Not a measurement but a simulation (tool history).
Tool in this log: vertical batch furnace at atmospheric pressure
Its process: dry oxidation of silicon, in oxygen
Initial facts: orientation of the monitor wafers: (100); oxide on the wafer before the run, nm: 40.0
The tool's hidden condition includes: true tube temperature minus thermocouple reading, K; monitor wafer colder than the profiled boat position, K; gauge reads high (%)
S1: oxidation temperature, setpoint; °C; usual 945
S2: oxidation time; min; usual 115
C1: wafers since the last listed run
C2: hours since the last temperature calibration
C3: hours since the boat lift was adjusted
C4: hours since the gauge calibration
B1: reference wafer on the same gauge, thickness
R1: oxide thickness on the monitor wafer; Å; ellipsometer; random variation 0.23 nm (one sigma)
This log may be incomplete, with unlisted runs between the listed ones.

| run | hour | S1 | S2 | C1 | C2 | C3 | C4 | B1 | R1 |
|---|---|---|---|---|---|---|---|---|---|
| 1 | 0 | 952 | 115 | 0 | 2937.2 | 652.8 | 2600.5 | 76.7 | 822.3 |
| 2 | 92.4 | 945 | 115 | 1136 | 3029.6 | 745.2 | 2692.9 | 76.71 | 799.9 |
| 3 | 152.3 | 926 | 137 | 736 | 3089.5 | 805.1 | 2752.8 | 76.69 | 771.1 |
| 4 | 297.4 | 926 | 137 | 1785 | 3234.6 | 950.2 | 2897.9 | 76.7 | 773 |
| 5 | 358.3 | 926 | 137 | 749 | 3295.5 | 1011.1 | 2958.8 | 76.66 | 771.3 |
| 6 | 449.5 | 945 | 93.5 | 1122 | 3386.7 | 1102.3 | 3050 | 76.71 | 738 |
| 7 | 532.8 | 945 | 93.5 | 1024 | 3470 | 1185.6 | 3133.3 | 76.65 | 736.1 |
| 8 | 576 | 945 | 93.5 | 531 | 3513.2 | 1228.8 | 3176.5 | 76.71 | 734.4 |
| 9 | 656.4 | 945 | 139.5 | 989 | 3593.6 | 1309.2 | 3256.9 | 76.66 | 872.2 |
| 10 | 727.8 | 945 | 139.5 | 878 | 3665 | 1380.6 | 3328.3 | 76.73 | 870.8 |
| 11 | 817.2 | 945 | 139.5 | 1099 | 3754.4 | 1470 | 3417.7 | 76.66 | 871.1 |
| 12 | 885 | 935 | 115 | 834 | 3822.2 | 1537.8 | 3485.5 | 76.69 | 764.5 |
|  | 921.8 | thermocouples replaced and temperature profile calibrated |
| 13 | 947.6 | 945 | 115 | 474 | 25.8 | 1600.4 | 3548.1 | 76.74 | 779.8 |
| 14 | 995.8 | 945 | 115 | 593 | 74 | 1648.6 | 3596.3 | 76.68 | 780.3 |
| 15 | 1037.4 | 945 | 115 | 511 | 115.6 | 1690.2 | 3637.9 | 76.74 | 783.2 |
| 16 | 1144.2 | 945 | 83 | 1314 | 222.4 | 1797 | 3744.7 | 76.72 | 692.3 |
| 17 | 1250.7 | 945 | 83 | 1310 | 328.9 | 1903.5 | 3851.2 | 76.72 | 690.8 |
|  | 1439.1 | gauge calibrated |
| 18 | 1482.3 | 945 | 115 | 2849 | 560.5 | 2135.1 | 43.2 | 76.66 | 783.7 |
| 19 | 1530.7 | 961 | 68.5 | 595 | 608.9 | 2183.5 | 91.6 | 76.71 | 692.5 |
| 20 | 1583.2 | 935 | 138 | 645 | 661.4 | 2236 | 144.1 | 76.74 | 791.7 |
| 21 | 1626 | 956 | 96 | 526 | 704.2 | 2278.8 | 186.9 | 76.69 | 764.5 |
| 22 | 1686.3 | 928 | 115 | 741 | 764.5 | 2339.1 | 247.2 | 76.73 | 709 |
| 23 | 1746.4 | 934 | 61.5 | 739 | 824.6 | 2399.2 | 307.3 | 76.72 | 601.7 |
| 24 | 1789 | 931 | 141 | 524 | 867.2 | 2441.8 | 349.9 | 76.73 | 784.1 |
| 25 | 1851.3 | 937 | 156 | 766 | 929.5 | 2504.1 | 412.2 | 76.7 | 842.3 |
| 26 | 1958.4 | 945 | 77 | 1317 | 1036.6 | 2611.2 | 519.3 | 76.73 | 675.5 |
| 27 | 2053.8 | 945 | 93.5 | 1173 | 1132 | 2706.6 | 614.7 | 76.7 | 719.5 |
| 28 | 2136.9 | 968 | 91.5 | 1022 | 1215.1 | 2789.7 | 697.8 | 76.72 | 797.2 |
| 29 | 2227.3 | 945 | 115 | 1112 | 1305.5 | 2880.1 | 788.2 | 76.68 | 783.4 |
|  | 2337.2 | boat lift adjusted |
| 30 | 2359.4 | 945 | 115 | 1330 | 1437.6 | 22.2 | 920.3 | 76.69 | 790.7 |
| 31 | 2421 | 960 | 141.5 | 757 | 1499.2 | 83.8 | 981.9 | 76.72 | 934.7 |
| 32 | 2459.3 | 967 | 57.5 | 471 | 1537.5 | 122.1 | 1020.2 | 76.66 | 670.7 |
| 33 | 2544.5 | 966 | 66.5 | 1048 | 1622.7 | 207.3 | 1105.4 | 76.74 | 699.7 |
| 34 | 2635.3 | 960 | 94.5 | 1117 | 1713.5 | 298.1 | 1196.2 | 76.73 | 785.8 |
| 35 | 2740 | 945 | 115 | 1288 | 1818.2 | 402.8 | 1300.9 | 76.73 | 793.4 |
| 36 | 2810.6 | 934 | 137 | 868 | 1888.8 | 473.4 | 1371.5 | 76.68 | 800.6 |
| 37 | 2857.6 | 930 | 160.5 | 578 | 1935.8 | 520.4 | 1418.5 | 76.73 | 835.6 |
| 38 | 3039 | 945 | 115 | 2231 | 2117.2 | 701.8 | 1599.9 | 76.71 | 790.7 |
| 39 | 3075.2 | 960 | 141.5 | 445 | 2153.4 | 738 | 1636.1 | 76.7 | 933.6 |
| 40 | 3161.6 | 933 | 169.5 | 1063 | 2239.8 | 824.4 | 1722.5 | 76.71 | 869.1 |

Exercise: give the hidden state of the tool at every run:
gauge reads high (%): 0 at every run
H1: true tube temperature minus thermocouple reading, K
H2: monitor wafer colder than the profiled boat position, K
| run | H1 | H2 |
|---|---|---|
| 1 | 3.47 | 1.2 |
| 2 | 3.68 | 1.32 |
| 3 | 3.82 | 1.39 |
| 4 | 4.17 | 1.54 |
| 5 | 4.32 | 1.6 |
| 6 | 4.55 | 1.69 |
| 7 | 4.77 | 1.76 |
| 8 | 4.89 | 1.79 |
| 9 | 5.11 | 1.85 |
| 10 | 5.31 | 1.9 |
| 11 | 5.56 | 1.95 |
| 12 | 5.76 | 2 |
| 13 | 0.356 | 2.03 |
| 14 | 0.358 | 2.06 |
| 15 | 0.361 | 2.08 |
| 16 | 0.375 | 2.13 |
| 17 | 0.397 | 2.17 |
| 18 | 0.476 | 2.26 |
| 19 | 0.498 | 2.27 |
| 20 | 0.523 | 2.29 |
| 21 | 0.546 | 2.3 |
| 22 | 0.579 | 2.32 |
| 23 | 0.616 | 2.33 |
| 24 | 0.644 | 2.34 |
| 25 | 0.686 | 2.36 |
| 26 | 0.767 | 2.38 |
| 27 | 0.846 | 2.4 |
| 28 | 0.921 | 2.42 |
| 29 | 1.01 | 2.43 |
| 30 | 1.15 | 0.119 |
| 31 | 1.22 | 0.263 |
| 32 | 1.26 | 0.349 |
| 33 | 1.36 | 0.528 |
| 34 | 1.48 | 0.704 |
| 35 | 1.62 | 0.889 |
| 36 | 1.72 | 1 |
| 37 | 1.79 | 1.08 |
| 38 | 2.07 | 1.33 |
| 39 | 2.13 | 1.37 |
| 40 | 2.28 | 1.47 |
